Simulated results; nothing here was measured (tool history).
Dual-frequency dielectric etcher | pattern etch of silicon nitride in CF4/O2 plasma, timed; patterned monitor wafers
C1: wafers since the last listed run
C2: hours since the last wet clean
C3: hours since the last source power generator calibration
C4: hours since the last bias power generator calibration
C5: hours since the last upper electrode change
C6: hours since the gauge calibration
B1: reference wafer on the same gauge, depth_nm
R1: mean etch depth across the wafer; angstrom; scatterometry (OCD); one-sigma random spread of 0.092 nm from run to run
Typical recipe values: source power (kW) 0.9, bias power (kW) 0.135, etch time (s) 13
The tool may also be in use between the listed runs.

{"run": 1, "hour": 0.0, "source power (kW)": 0.83, "bias power (kW)": 0.135, "etch time (s)": 11, "C1": 0, "C2": 110.8, "C3": 2548.9, "C4": 1452.8, "C5": 2358.2, "C6": 650.8, "B1": 42.39, "R1": 316.6}
{"run": 2, "hour": 68.0, "source power (kW)": 0.83, "bias power (kW)": 0.135, "etch time (s)": 11, "C1": 570, "C2": 178.8, "C3": 2616.9, "C4": 1520.8, "C5": 2426.2, "C6": 718.8, "B1": 42.28, "R1": 318.2}
{"run": 3, "hour": 160.8, "source power (kW)": 1.02, "bias power (kW)": 0.135, "etch time (s)": 13, "C1": 778, "C2": 271.6, "C3": 2709.7, "C4": 1613.6, "C5": 2519, "C6": 811.6, "B1": 42.34, "R1": 465.5}
{"run": 4, "hour": 267.3, "source power (kW)": 0.9, "bias power (kW)": 0.135, "etch time (s)": 13, "C1": 892, "C2": 378.1, "C3": 2816.2, "C4": 1720.1, "C5": 2625.5, "C6": 918.1, "B1": 42.28, "R1": 407.3}
{"run": 5, "hour": 308.9, "source power (kW)": 0.9, "bias power (kW)": 0.135, "etch time (s)": 13, "C1": 348, "C2": 419.7, "C3": 2857.8, "C4": 1761.7, "C5": 2667.1, "C6": 959.7, "B1": 42.19, "R1": 408.6}
{"run": 6, "hour": 350.8, "source power (kW)": 0.9, "bias power (kW)": 0.135, "etch time (s)": 13, "C1": 351, "C2": 461.6, "C3": 2899.7, "C4": 1803.6, "C5": 2709, "C6": 1001.6, "B1": 42.2, "R1": 408.5}
{"hour": 461.2, "done": "wet clean of the chamber"}
{"run": 7, "hour": 461.7, "source power (kW)": 0.78, "bias power (kW)": 0.155, "etch time (s)": 13, "C1": 728, "C2": 0.5, "C3": 3010.6, "C4": 1914.5, "C5": 2819.9, "C6": 1112.5, "B1": 42.21, "R1": 364.3}
{"run": 8, "hour": 526.0, "source power (kW)": 0.78, "bias power (kW)": 0.155, "etch time (s)": 13, "C1": 539, "C2": 64.8, "C3": 3074.9, "C4": 1978.8, "C5": 2884.2, "C6": 1176.8, "B1": 42.12, "R1": 362.8}
{"run": 9, "hour": 574.0, "source power (kW)": 0.9, "bias power (kW)": 0.135, "etch time (s)": 13, "C1": 402, "C2": 112.8, "C3": 3122.9, "C4": 2026.8, "C5": 2932.2, "C6": 1224.8, "B1": 42.15, "R1": 408.6}
{"run": 10, "hour": 622.8, "source power (kW)": 0.9, "bias power (kW)": 0.135, "etch time (s)": 13, "C1": 409, "C2": 161.6, "C3": 3171.7, "C4": 2075.6, "C5": 2981, "C6": 1273.6, "B1": 42.09, "R1": 406.1}
{"run": 11, "hour": 681.8, "source power (kW)": 0.9, "bias power (kW)": 0.135, "etch time (s)": 13, "C1": 494, "C2": 220.6, "C3": 3230.7, "C4": 2134.6, "C5": 3040, "C6": 1332.6, "B1": 42.02, "R1": 407.5}
{"run": 12, "hour": 725.2, "source power (kW)": 0.9, "bias power (kW)": 0.135, "etch time (s)": 13, "C1": 363, "C2": 264, "C3": 3274.1, "C4": 2178, "C5": 3083.4, "C6": 1376, "B1": 42.06, "R1": 405.9}
{"hour": 766.5, "done": "gauge calibrated"}
{"hour": 782.7, "done": "source power generator calibrated"}
{"run": 13, "hour": 830.5, "source power (kW)": 0.9, "bias power (kW)": 0.135, "etch time (s)": 11.5, "C1": 849, "C2": 369.3, "C3": 47.8, "C4": 2283.3, "C5": 3188.7, "C6": 64, "B1": 42.46, "R1": 362.6}
{"run": 14, "hour": 868.4, "source power (kW)": 0.7, "bias power (kW)": 0.155, "etch time (s)": 14.5, "C1": 317, "C2": 407.2, "C3": 85.7, "C4": 2321.2, "C5": 3226.6, "C6": 101.9, "B1": 42.52, "R1": 361.9}
{"hour": 1085.6, "done": "upper electrode replaced"}
{"hour": 1125.2, "done": "wet clean of the chamber"}
{"run": 15, "hour": 1125.7, "source power (kW)": 1.01, "bias power (kW)": 0.135, "etch time (s)": 13, "C1": 1754, "C2": 0.5, "C3": 343, "C4": 2578.5, "C5": 40.1, "C6": 359.2, "B1": 42.49, "R1": 465.5}
{"run": 16, "hour": 1172.9, "source power (kW)": 0.9, "bias power (kW)": 0.135, "etch time (s)": 13, "C1": 395, "C2": 47.7, "C3": 390.2, "C4": 2625.7, "C5": 87.3, "C6": 406.4, "B1": 42.46, "R1": 409.4}

Run 17, settings as shown, results not yet in. Your forecast:
{"run": 17, "hour": 1234.3, "source power (kW)": 1.01, "bias power (kW)": 0.158, "etch time (s)": 15, "C1": 514, "C2": 109.1, "C3": 451.6, "C4": 2687.1, "C5": 148.7, "C6": 467.8, "B1": "?", "R1": "?"}

Run 17 produced B1 42.44, R1 557.9 angstrom.
Take away the tool's hidden state, keep the run-to-run variation as it was, and the same run would have given R1 558.7 angstrom.

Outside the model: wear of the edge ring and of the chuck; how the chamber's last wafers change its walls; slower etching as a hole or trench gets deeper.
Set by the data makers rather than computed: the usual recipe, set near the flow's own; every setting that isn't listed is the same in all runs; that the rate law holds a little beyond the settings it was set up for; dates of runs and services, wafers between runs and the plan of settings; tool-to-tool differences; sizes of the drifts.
